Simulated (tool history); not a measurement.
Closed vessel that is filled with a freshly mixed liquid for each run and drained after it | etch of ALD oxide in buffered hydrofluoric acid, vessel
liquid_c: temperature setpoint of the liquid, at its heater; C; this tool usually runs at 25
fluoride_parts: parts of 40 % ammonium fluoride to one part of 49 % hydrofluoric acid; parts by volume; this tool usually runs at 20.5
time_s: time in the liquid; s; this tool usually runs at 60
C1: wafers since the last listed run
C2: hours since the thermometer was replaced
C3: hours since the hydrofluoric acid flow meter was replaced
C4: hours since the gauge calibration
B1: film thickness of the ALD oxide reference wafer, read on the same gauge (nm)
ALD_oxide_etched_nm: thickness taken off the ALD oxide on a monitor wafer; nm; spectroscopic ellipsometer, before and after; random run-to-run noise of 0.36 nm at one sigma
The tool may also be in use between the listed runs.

run 1 day=0 | liquid_c=25 fluoride_parts=20.5 time_s=60 | C1=0 C2=1585 C3=1680.6 C4=217.5 | B1=99.98 | ALD_oxide_etched_nm=53.98
run 2 day=2.596 | liquid_c=25 fluoride_parts=20.5 time_s=60 | C1=8472 C2=1647.3 C3=1742.9 C4=279.8 | B1=99.99 | ALD_oxide_etched_nm=54.08
run 3 day=5.525 | liquid_c=25 fluoride_parts=20.5 time_s=60 | C1=9560 C2=1717.6 C3=1813.2 C4=350.1 | B1=100.01 | ALD_oxide_etched_nm=53.62
run 4 day=7.288 | liquid_c=25 fluoride_parts=20.5 time_s=60 | C1=5752 C2=1759.9 C3=1855.5 C4=392.4 | B1=100 | ALD_oxide_etched_nm=54.56
run 5 day=9.712 | liquid_c=25 fluoride_parts=20.5 time_s=60 | C1=7915 C2=1818.1 C3=1913.7 C4=450.6 | B1=100.01 | ALD_oxide_etched_nm=55.49
run 6 day=10.804 | liquid_c=25 fluoride_parts=20.5 time_s=60 | C1=3563 C2=1844.3 C3=1939.9 C4=476.8 | B1=99.97 | ALD_oxide_etched_nm=56.06
run 7 day=12.362 | liquid_c=25 fluoride_parts=20.5 time_s=60 | C1=5086 C2=1881.7 C3=1977.3 C4=514.2 | B1=100.02 | ALD_oxide_etched_nm=55.73
run 8 day=14.167 | liquid_c=28 fluoride_parts=20.5 time_s=60 | C1=5888 C2=1925 C3=2020.6 C4=557.5 | B1=99.98 | ALD_oxide_etched_nm=65.12
run 9 day=16.396 | liquid_c=25 fluoride_parts=20.5 time_s=60 | C1=7275 C2=1978.5 C3=2074.1 C4=611 | B1=100.03 | ALD_oxide_etched_nm=56.76
run 10 day=17.646 | liquid_c=23.5 fluoride_parts=15 time_s=60 | C1=4079 C2=2008.5 C3=2104.1 C4=641 | B1=99.99 | ALD_oxide_etched_nm=71.03

Run 11 is up next; what results do you expect?
-- day=21.988 thermometer replaced
-- day=23.492 gauge calibrated
run 11 day=24.679 | liquid_c=29.5 fluoride_parts=26 time_s=80 | C1=22820 C2=64.6 C3=2272.9 C4=28.5 | B1=? | ALD_oxide_etched_nm=?

B1: 100
ALD_oxide_etched_nm: 70.06 nm
Were there no unlogged condition in the tool, this run, its random variation unchanged, would have produced ALD_oxide_etched_nm 63.83 nm.
